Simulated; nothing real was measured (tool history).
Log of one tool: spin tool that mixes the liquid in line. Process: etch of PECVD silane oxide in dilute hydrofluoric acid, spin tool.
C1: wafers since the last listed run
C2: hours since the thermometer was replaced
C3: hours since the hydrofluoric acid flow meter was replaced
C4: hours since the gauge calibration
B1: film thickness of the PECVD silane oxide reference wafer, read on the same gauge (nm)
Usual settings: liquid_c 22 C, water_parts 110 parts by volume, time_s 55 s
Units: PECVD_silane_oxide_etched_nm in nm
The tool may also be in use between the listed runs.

Run 1, hour 0: usual settings; C1 0; C2 715.8; C3 480.9; C4 84.7; B1 100.01. Result: PECVD_silane_oxide_etched_nm 22.85 nm.
Run 2, hour 29.1: usual settings but water_parts 90 parts by volume; C1 403; C2 744.9; C3 510; C4 113.8; B1 100. Result: PECVD_silane_oxide_etched_nm 28.69 nm.
Run 3, hour 50.7: usual settings but water_parts 90 parts by volume; C1 299; C2 766.5; C3 531.6; C4 135.4; B1 100. Result: PECVD_silane_oxide_etched_nm 28.66 nm.
Run 4, hour 72.9: usual settings; C1 307; C2 788.7; C3 553.8; C4 157.6; B1 100.01. Result: PECVD_silane_oxide_etched_nm 22.9 nm.
Run 5, hour 93.6: usual settings; C1 287; C2 809.4; C3 574.5; C4 178.3; B1 99.99. Result: PECVD_silane_oxide_etched_nm 22.95 nm.
Run 6, hour 120.6: usual settings; C1 374; C2 836.4; C3 601.5; C4 205.3; B1 99.97. Result: PECVD_silane_oxide_etched_nm 22.78 nm.
Run 7, hour 144.5: usual settings; C1 331; C2 860.3; C3 625.4; C4 229.2; B1 100. Result: PECVD_silane_oxide_etched_nm 23.04 nm.
Run 8, hour 162.9: usual settings; C1 255; C2 878.7; C3 643.8; C4 247.6; B1 99.98. Result: PECVD_silane_oxide_etched_nm 22.97 nm.
Run 9, hour 197.9: usual settings but liquid_c 20 C, time_s 80 s; C1 485; C2 913.7; C3 678.8; C4 282.6; B1 100. Result: PECVD_silane_oxide_etched_nm 30.77 nm.
Run 10, hour 226.9: usual settings but liquid_c 20.5 C; C1 402; C2 942.7; C3 707.8; C4 311.6; B1 100.01. Result: PECVD_silane_oxide_etched_nm 21.73 nm.
Run 11, hour 241.6: usual settings but liquid_c 20.5 C; C1 203; C2 957.4; C3 722.5; C4 326.3; B1 99.99. Result: PECVD_silane_oxide_etched_nm 21.32 nm.
Run 12, hour 265.3: usual settings but liquid_c 20.5 C; C1 328; C2 981.1; C3 746.2; C4 350; B1 99.96. Result: PECVD_silane_oxide_etched_nm 21.48 nm.
At hour 275.5: gauge calibrated.
At hour 283: hydrofluoric acid flow meter replaced.
Run 13, hour 283.5: usual settings; C1 238; C2 999.3; C3 0.5; C4 8; B1 99.99. Result: PECVD_silane_oxide_etched_nm 22.69 nm.
Run 14, hour 317.8: usual settings; C1 475; C2 1033.6; C3 34.8; C4 42.3; B1 99.99. Result: PECVD_silane_oxide_etched_nm 22.73 nm.
Run 15, hour 381.5: usual settings but liquid_c 24 C, time_s 70 s; C1 883; C2 1097.3; C3 98.5; C4 106; B1 100. Result: PECVD_silane_oxide_etched_nm 31.61 nm.
Run 16, hour 398.6: usual settings but time_s 20 s; C1 237; C2 1114.4; C3 115.6; C4 123.1; B1 100. Result: PECVD_silane_oxide_etched_nm 8.28 nm.
At hour 425.5: thermometer replaced.
Run 17, hour 429.4: usual settings but liquid_c 23.5 C, water_parts 95 parts by volume, time_s 35 s; C1 413; C2 3.9; C3 146.4; C4 153.9; B1 99.98. Result: PECVD_silane_oxide_etched_nm 18.21 nm.
Run 18, hour 453.4: usual settings; C1 332; C2 27.9; C3 170.4; C4 177.9; B1 100.04. Result: PECVD_silane_oxide_etched_nm 23.07 nm.
Run 19, hour 476.8: usual settings; C1 324; C2 51.3; C3 193.8; C4 201.3; B1 100.01. Result: PECVD_silane_oxide_etched_nm 22.65 nm.
Run 20, hour 512.7: usual settings but liquid_c 25.5 C, water_parts 65 parts by volume, time_s 80 s; C1 498; C2 87.2; C3 229.7; C4 237.2; B1 100. Result: PECVD_silane_oxide_etched_nm 68.32 nm.
Run 21, hour 527.4: usual settings; C1 203; C2 101.9; C3 244.4; C4 251.9; B1 100.02. Result: PECVD_silane_oxide_etched_nm 22.92 nm.
Run 22, hour 549.5: usual settings; C1 306; C2 124; C3 266.5; C4 274; B1 99.96. Result: PECVD_silane_oxide_etched_nm 22.79 nm.
Run 23, hour 570.5: usual settings but water_parts 160 parts by volume, time_s 90 s; C1 291; C2 145; C3 287.5; C4 295; B1 100.01. Result: PECVD_silane_oxide_etched_nm 24.45 nm.
Run 24, hour 584: usual settings but water_parts 90 parts by volume; C1 187; C2 158.5; C3 301; C4 308.5; B1 100. Result: PECVD_silane_oxide_etched_nm 28.58 nm.
Run 25, hour 612.9: usual settings but liquid_c 19 C, water_parts 150 parts by volume, time_s 80 s; C1 400; C2 187.4; C3 329.9; C4 337.4; B1 100.01. Result: PECVD_silane_oxide_etched_nm 20.72 nm.
Run 26, hour 636.6: usual settings but liquid_c 20 C, time_s 90 s; C1 328; C2 211.1; C3 353.6; C4 361.1; B1 99.99. Result: PECVD_silane_oxide_etched_nm 34.61 nm.
Run 27, hour 654.6: usual settings; C1 249; C2 229.1; C3 371.6; C4 379.1; B1 100. Result: PECVD_silane_oxide_etched_nm 22.91 nm.
At hour 657.3: gauge calibrated.
Run 28, hour 679.1: usual settings but liquid_c 17.5 C, water_parts 135 parts by volume, time_s 45 s; C1 339; C2 253.6; C3 396.1; C4 21.8; B1 100. Result: PECVD_silane_oxide_etched_nm 12.42 nm.

The tool's hidden state at each run:
liquid hotter than its thermometer reads (K): 0 in every run
hydrofluoric acid flow below the setpoint (%): 0 in every run
gauge reads high (%): 0 in every run
